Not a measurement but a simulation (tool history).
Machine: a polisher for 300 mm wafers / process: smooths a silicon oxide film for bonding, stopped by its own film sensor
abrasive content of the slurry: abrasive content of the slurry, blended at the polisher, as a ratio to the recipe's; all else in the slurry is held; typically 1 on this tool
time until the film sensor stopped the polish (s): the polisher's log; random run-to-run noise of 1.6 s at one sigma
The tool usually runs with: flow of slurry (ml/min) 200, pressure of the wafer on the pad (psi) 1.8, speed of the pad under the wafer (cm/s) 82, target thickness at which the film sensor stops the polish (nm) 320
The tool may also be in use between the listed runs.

| run | hour | flow of slurry (ml/min) | pressure of the wafer on the pad (psi) | speed of the pad under the wafer (cm/s) | abrasive content of the slurry | target thickness at which the film sensor stops the polish (nm) | incoming thickness of the incoming film, nm | time until the film sensor stopped the polish (s) |
|---|---|---|---|---|---|---|---|---|
| 1 | 0 | 200 | 1.8 | 82 | 1 | 320 | 371.7 | 85 |
| 2 | 32.7 | 200 | 1.8 | 82 | 1 | 320 | 369.1 | 81 |
| 3 | 64.8 | 200 | 1.8 | 82 | 1 | 320 | 365.9 | 77.4 |
| 4 | 84.3 | 200 | 1.8 | 82 | 1 | 320 | 366.7 | 76.1 |
|  | 104.1 | worn pad replaced by a new one |
| 5 | 104.6 | 200 | 1.8 | 82 | 1 | 320 | 375 | 86.8 |
|  | 106.8 | slurry blender recalibrated |
| 6 | 125.2 | 200 | 1.8 | 82 | 1 | 320 | 368 | 80.1 |
| 7 | 159.3 | 255 | 1.8 | 82 | 1 | 320 | 370.2 | 80.1 |
| 8 | 187.8 | 255 | 1.8 | 82 | 1 | 320 | 377.8 | 92.6 |
| 9 | 215.5 | 200 | 1.8 | 82 | 1 | 320 | 362.7 | 70.7 |
| 10 | 229 | 200 | 1.8 | 74 | 1 | 320 | 366.5 | 81.7 |
|  | 250 | worn pad replaced by a new one |
| 11 | 306.2 | 200 | 1.8 | 82 | 1 | 320 | 374.1 | 92.9 |
| 12 | 318.4 | 200 | 1.8 | 82 | 1 | 309 | 368.6 | 98.6 |
|  | 320.1 | slurry nozzle cleaned |
| 13 | 346.2 | 200 | 1.8 | 82 | 1 | 309 | 369 | 99.8 |
|  | 348.6 | head pressure recalibrated |
| 14 | 359.7 | 235 | 1.8 | 62 | 1 | 334 | 364.1 | 62.6 |
|  | 379.5 | worn pad replaced by a new one |
| 15 | 391.3 | 200 | 2.2 | 82 | 1 | 302 | 365.5 | 86.6 |
| 16 | 421.4 | 140 | 1.4 | 82 | 0.9 | 313 | 368.4 | 125 |
| 17 | 438.2 | 145 | 1.8 | 82 | 1 | 320 | 372.6 | 90.3 |
| 18 | 486.7 | 200 | 1.8 | 98 | 1 | 331 | 375.6 | 63.6 |
|  | 491.6 | slurry blender recalibrated |
|  | 511.5 | worn pad replaced by a new one |
| 19 | 512 | 200 | 2.3 | 82 | 1 | 320 | 376.3 | 74.1 |
| 20 | 537.3 | 155 | 1.8 | 82 | 1 | 336 | 370.7 | 57.2 |
| 21 | 556.1 | 200 | 1.8 | 98 | 1.25 | 320 | 376.7 | 74.4 |
| 22 | 573.6 | 200 | 1.8 | 82 | 1 | 320 | 364.9 | 71.1 |
| 23 | 634.5 | 200 | 1.6 | 82 | 1 | 320 | 369.2 | 90.7 |
|  | 650.7 | worn pad replaced by a new one |
| 24 | 657.3 | 200 | 1.4 | 100 | 0.85 | 325 | 375 | 98.2 |
| 25 | 685 | 260 | 1.8 | 82 | 1 | 320 | 372.6 | 82.5 |
| 26 | 698.5 | 200 | 1.8 | 98 | 1.25 | 320 | 367.3 | 61.2 |
| 27 | 730.7 | 200 | 1.8 | 82 | 1 | 320 | 371.6 | 83.4 |

Forecast each of these 5 alternatives for the next run:
| A | 731.1 | 150 | 1.8 | 82 | 1 | 320 | 372.6 | ? |
| B | 731.1 | 200 | 1.8 | 82 | 0.8 | 309 | 372.6 | ? |
| C | 731.1 | 150 | 1.8 | 82 | 1.2 | 320 | 372.6 | ? |
| D | 731.1 | 200 | 1.6 | 82 | 1 | 328 | 372.6 | ? |
| E | 731.1 | 255 | 2.2 | 82 | 1.2 | 335 | 372.6 | ? |

| run | time until the film sensor stopped the polish (s) |
|---|---|
| A | 87.5 |
| B | 114.7 |
| C | 81 |
| D | 81.5 |
| E | 45.4 |
The same runs, with their run-to-run variation unchanged, on a tool lacking any hidden condition would have given:
| run | time until the film sensor stopped the polish (s) |
|---|---|
| A | 87.5 |
| B | 114.7 |
| C | 81 |
| D | 81.5 |
| E | 45.4 |
